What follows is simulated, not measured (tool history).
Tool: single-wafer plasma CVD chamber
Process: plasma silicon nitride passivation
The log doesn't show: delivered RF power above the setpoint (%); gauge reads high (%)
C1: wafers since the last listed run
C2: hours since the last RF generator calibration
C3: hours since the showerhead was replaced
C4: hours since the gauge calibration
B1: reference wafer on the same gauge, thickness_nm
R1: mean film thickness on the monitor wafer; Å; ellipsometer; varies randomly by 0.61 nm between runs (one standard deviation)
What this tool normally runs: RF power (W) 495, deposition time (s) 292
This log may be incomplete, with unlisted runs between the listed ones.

run 1 hour=0 | RF_power_(W)=445 deposition_time_(s)=292 | C1=0 C2=1050.7 C3=4117.6 C4=84.7 | B1=327.013 | R1=3959.64
run 2 hour=68.7 | RF_power_(W)=445 deposition_time_(s)=292 | C1=297 C2=1119.4 C3=4186.3 C4=153.4 | B1=327.052 | R1=3958.62
run 3 hour=138.1 | RF_power_(W)=520 deposition_time_(s)=321 | C1=300 C2=1188.8 C3=4255.7 C4=222.8 | B1=327.076 | R1=4467.86
run 4 hour=190 | RF_power_(W)=520 deposition_time_(s)=321 | C1=225 C2=1240.7 C3=4307.6 C4=274.7 | B1=326.987 | R1=4462.37
run 5 hour=220.4 | RF_power_(W)=430 deposition_time_(s)=292 | C1=131 C2=1271.1 C3=4338 C4=305.1 | B1=326.957 | R1=3941.73
run 6 hour=261.5 | RF_power_(W)=495 deposition_time_(s)=292 | C1=178 C2=1312.2 C3=4379.1 C4=346.2 | B1=326.936 | R1=4026.27
run 7 hour=298.6 | RF_power_(W)=495 deposition_time_(s)=273 | C1=160 C2=1349.3 C3=4416.2 C4=383.3 | B1=327.025 | R1=3755.71
-- hour=304.4 gauge calibrated
run 8 hour=335.3 | RF_power_(W)=450 deposition_time_(s)=261 | C1=159 C2=1386 C3=4452.9 C4=30.9 | B1=326.989 | R1=3546.22
run 9 hour=391.9 | RF_power_(W)=495 deposition_time_(s)=292 | C1=245 C2=1442.6 C3=4509.5 C4=87.5 | B1=327.011 | R1=4030.06
-- hour=407.4 showerhead replaced
run 10 hour=444.2 | RF_power_(W)=495 deposition_time_(s)=269 | C1=192 C2=1494.9 C3=36.8 C4=139.8 | B1=327.11 | R1=3710.26
-- hour=469.4 RF generator calibrated
run 11 hour=484.1 | RF_power_(W)=470 deposition_time_(s)=242 | C1=138 C2=14.7 C3=76.7 C4=179.7 | B1=327.005 | R1=3347.93
run 12 hour=546.4 | RF_power_(W)=525 deposition_time_(s)=267 | C1=270 C2=77 C3=139 C4=242 | B1=327.083 | R1=3760.17
run 13 hour=610.7 | RF_power_(W)=455 deposition_time_(s)=276 | C1=278 C2=141.3 C3=203.3 C4=306.3 | B1=327.017 | R1=3782.79
-- hour=628.5 gauge calibrated
run 14 hour=669.8 | RF_power_(W)=565 deposition_time_(s)=308 | C1=256 C2=200.4 C3=262.4 C4=41.3 | B1=327.066 | R1=4388.49
run 15 hour=721.8 | RF_power_(W)=495 deposition_time_(s)=236 | C1=225 C2=252.4 C3=314.4 C4=93.3 | B1=327.125 | R1=3276

Each row is a separate what-if for the run after 15, all from the same tool condition, not one after another. Results?
run A hour=722.3 | RF_power_(W)=495 deposition_time_(s)=238 | C1=2 C2=252.9 C3=314.9 C4=93.8 | B1=? | R1=?
run B hour=722.3 | RF_power_(W)=410 deposition_time_(s)=277 | C1=2 C2=252.9 C3=314.9 C4=93.8 | B1=? | R1=?
run C hour=722.3 | RF_power_(W)=540 deposition_time_(s)=261 | C1=2 C2=252.9 C3=314.9 C4=93.8 | B1=? | R1=?
run D hour=722.3 | RF_power_(W)=495 deposition_time_(s)=272 | C1=2 C2=252.9 C3=314.9 C4=93.8 | B1=? | R1=?

run=A B1=327.009 R1=3298.42
run=B B1=327.009 R1=3722.56
run=C B1=327.009 R1=3672.22
run=D B1=327.009 R1=3769.63
Without the tool's unlogged condition, the same runs would have read:
run=A R1=3325.91
run=B R1=3753.59
run=C R1=3702.82
run=D R1=3801.04
